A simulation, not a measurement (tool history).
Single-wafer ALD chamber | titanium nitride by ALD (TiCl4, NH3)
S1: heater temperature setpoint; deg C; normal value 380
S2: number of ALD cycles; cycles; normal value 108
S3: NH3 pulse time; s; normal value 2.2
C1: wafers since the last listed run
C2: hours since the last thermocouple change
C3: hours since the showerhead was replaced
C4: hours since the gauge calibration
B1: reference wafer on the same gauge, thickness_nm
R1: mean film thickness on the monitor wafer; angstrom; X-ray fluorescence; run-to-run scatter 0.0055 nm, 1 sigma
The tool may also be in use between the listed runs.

{"run": 1, "hour": 0.0, "S1": 380, "S2": 108, "S3": 2.2, "C1": 0, "C2": 1328.2, "C3": 2426.4, "C4": 1069.2, "B1": 2.241, "R1": 22.46}
{"run": 2, "hour": 93.7, "S1": 380, "S2": 108, "S3": 2.2, "C1": 222, "C2": 1421.9, "C3": 2520.1, "C4": 1162.9, "B1": 2.237, "R1": 22.49}
{"run": 3, "hour": 179.7, "S1": 388, "S2": 108, "S3": 2.2, "C1": 204, "C2": 1507.9, "C3": 2606.1, "C4": 1248.9, "B1": 2.241, "R1": 22.54}
{"run": 4, "hour": 227.3, "S1": 380, "S2": 108, "S3": 2.2, "C1": 113, "C2": 1555.5, "C3": 2653.7, "C4": 1296.5, "B1": 2.238, "R1": 22.45}
{"run": 5, "hour": 300.3, "S1": 380, "S2": 108, "S3": 2.2, "C1": 173, "C2": 1628.5, "C3": 2726.7, "C4": 1369.5, "B1": 2.243, "R1": 22.46}
{"run": 6, "hour": 344.8, "S1": 380, "S2": 108, "S3": 2.2, "C1": 105, "C2": 1673, "C3": 2771.2, "C4": 1414, "B1": 2.242, "R1": 22.38}
{"run": 7, "hour": 388.6, "S1": 380, "S2": 108, "S3": 2.2, "C1": 104, "C2": 1716.8, "C3": 2815, "C4": 1457.8, "B1": 2.243, "R1": 22.4}
{"run": 8, "hour": 656.0, "S1": 380, "S2": 108, "S3": 2.2, "C1": 635, "C2": 1984.2, "C3": 3082.4, "C4": 1725.2, "B1": 2.245, "R1": 22.39}
{"run": 9, "hour": 693.9, "S1": 380, "S2": 108, "S3": 2.2, "C1": 90, "C2": 2022.1, "C3": 3120.3, "C4": 1763.1, "B1": 2.244, "R1": 22.3}
{"run": 10, "hour": 784.3, "S1": 380, "S2": 93, "S3": 2.2, "C1": 214, "C2": 2112.5, "C3": 3210.7, "C4": 1853.5, "B1": 2.243, "R1": 19.3}
{"run": 11, "hour": 873.7, "S1": 380, "S2": 93, "S3": 2.2, "C1": 212, "C2": 2201.9, "C3": 3300.1, "C4": 1942.9, "B1": 2.245, "R1": 19.31}
{"run": 12, "hour": 945.9, "S1": 380, "S2": 93, "S3": 2.2, "C1": 171, "C2": 2274.1, "C3": 3372.3, "C4": 2015.1, "B1": 2.243, "R1": 19.32}
{"run": 13, "hour": 1008.0, "S1": 380, "S2": 103, "S3": 2.2, "C1": 147, "C2": 2336.2, "C3": 3434.4, "C4": 2077.2, "B1": 2.245, "R1": 21.51}
{"hour": 1105.6, "done": "thermocouple changed; heater temperature recalibrated"}
{"run": 14, "hour": 1107.6, "S1": 380, "S2": 103, "S3": 2.2, "C1": 217, "C2": 2, "C3": 3534, "C4": 2176.8, "B1": 2.246, "R1": 21.32}
{"run": 15, "hour": 1162.4, "S1": 380, "S2": 108, "S3": 2.2, "C1": 130, "C2": 56.8, "C3": 3588.8, "C4": 2231.6, "B1": 2.245, "R1": 22.4}
{"hour": 1207.6, "done": "gauge calibrated"}
{"run": 16, "hour": 1215.5, "S1": 393, "S2": 108, "S3": 2.48, "C1": 126, "C2": 109.9, "C3": 3641.9, "C4": 7.9, "B1": 2.209, "R1": 22.6}
{"run": 17, "hour": 1310.0, "S1": 375, "S2": 108, "S3": 1.6, "C1": 224, "C2": 204.4, "C3": 3736.4, "C4": 102.4, "B1": 2.211, "R1": 21.41}
{"hour": 1351.4, "done": "showerhead replaced"}
{"run": 18, "hour": 1388.5, "S1": 373, "S2": 118, "S3": 2.69, "C1": 167, "C2": 282.9, "C3": 37.1, "C4": 180.9, "B1": 2.215, "R1": 24.27}
{"run": 19, "hour": 1479.8, "S1": 380, "S2": 108, "S3": 2.2, "C1": 217, "C2": 374.2, "C3": 128.4, "C4": 272.2, "B1": 2.215, "R1": 22.19}
{"run": 20, "hour": 1532.6, "S1": 380, "S2": 108, "S3": 2.2, "C1": 125, "C2": 427, "C3": 181.2, "C4": 325, "B1": 2.219, "R1": 22.19}
{"run": 21, "hour": 1572.2, "S1": 380, "S2": 108, "S3": 1.36, "C1": 94, "C2": 466.6, "C3": 220.8, "C4": 364.6, "B1": 2.218, "R1": 21.16}
{"run": 22, "hour": 1645.5, "S1": 395, "S2": 108, "S3": 1.41, "C1": 174, "C2": 539.9, "C3": 294.1, "C4": 437.9, "B1": 2.221, "R1": 21.91}
{"run": 23, "hour": 1817.2, "S1": 380, "S2": 108, "S3": 2.2, "C1": 408, "C2": 711.6, "C3": 465.8, "C4": 609.6, "B1": 2.224, "R1": 22.27}
{"run": 24, "hour": 1882.3, "S1": 380, "S2": 108, "S3": 2.62, "C1": 154, "C2": 776.7, "C3": 530.9, "C4": 674.7, "B1": 2.227, "R1": 22.52}
{"run": 25, "hour": 1966.7, "S1": 367, "S2": 108, "S3": 2.2, "C1": 200, "C2": 861.1, "C3": 615.3, "C4": 759.1, "B1": 2.229, "R1": 21.82}
{"run": 26, "hour": 2024.7, "S1": 368, "S2": 114, "S3": 2.83, "C1": 137, "C2": 919.1, "C3": 673.3, "C4": 817.1, "B1": 2.229, "R1": 23.62}
{"run": 27, "hour": 2063.6, "S1": 380, "S2": 108, "S3": 1.44, "C1": 92, "C2": 958, "C3": 712.2, "C4": 856, "B1": 2.23, "R1": 21.44}
{"run": 28, "hour": 2134.3, "S1": 380, "S2": 108, "S3": 2.2, "C1": 168, "C2": 1028.7, "C3": 782.9, "C4": 926.7, "B1": 2.229, "R1": 22.35}
{"run": 29, "hour": 2199.1, "S1": 380, "S2": 108, "S3": 2.62, "C1": 154, "C2": 1093.5, "C3": 847.7, "C4": 991.5, "B1": 2.231, "R1": 22.5}
{"run": 30, "hour": 2298.7, "S1": 380, "S2": 108, "S3": 2.2, "C1": 236, "C2": 1193.1, "C3": 947.3, "C4": 1091.1, "B1": 2.232, "R1": 22.36}

For each run, what was the tool's unlogged condition?
wafer temperature above the value expected at the setpoint (K): 0 in every run
H1: gauge reads high (%)
run=1 H1=1.29
run=2 H1=1.33
run=3 H1=1.37
run=4 H1=1.38
run=5 H1=1.41
run=6 H1=1.42
run=7 H1=1.43
run=8 H1=1.5
run=9 H1=1.5
run=10 H1=1.52
run=11 H1=1.53
run=12 H1=1.54
run=13 H1=1.55
run=14 H1=1.56
run=15 H1=1.57
run=16 H1=-0.092
run=17 H1=0.0804
run=18 H1=0.208
run=19 H1=0.34
run=20 H1=0.41
run=21 H1=0.459
run=22 H1=0.543
run=23 H1=0.71
run=24 H1=0.764
run=25 H1=0.828
run=26 H1=0.867
run=27 H1=0.892
run=28 H1=0.934
run=29 H1=0.969
run=30 H1=1.02
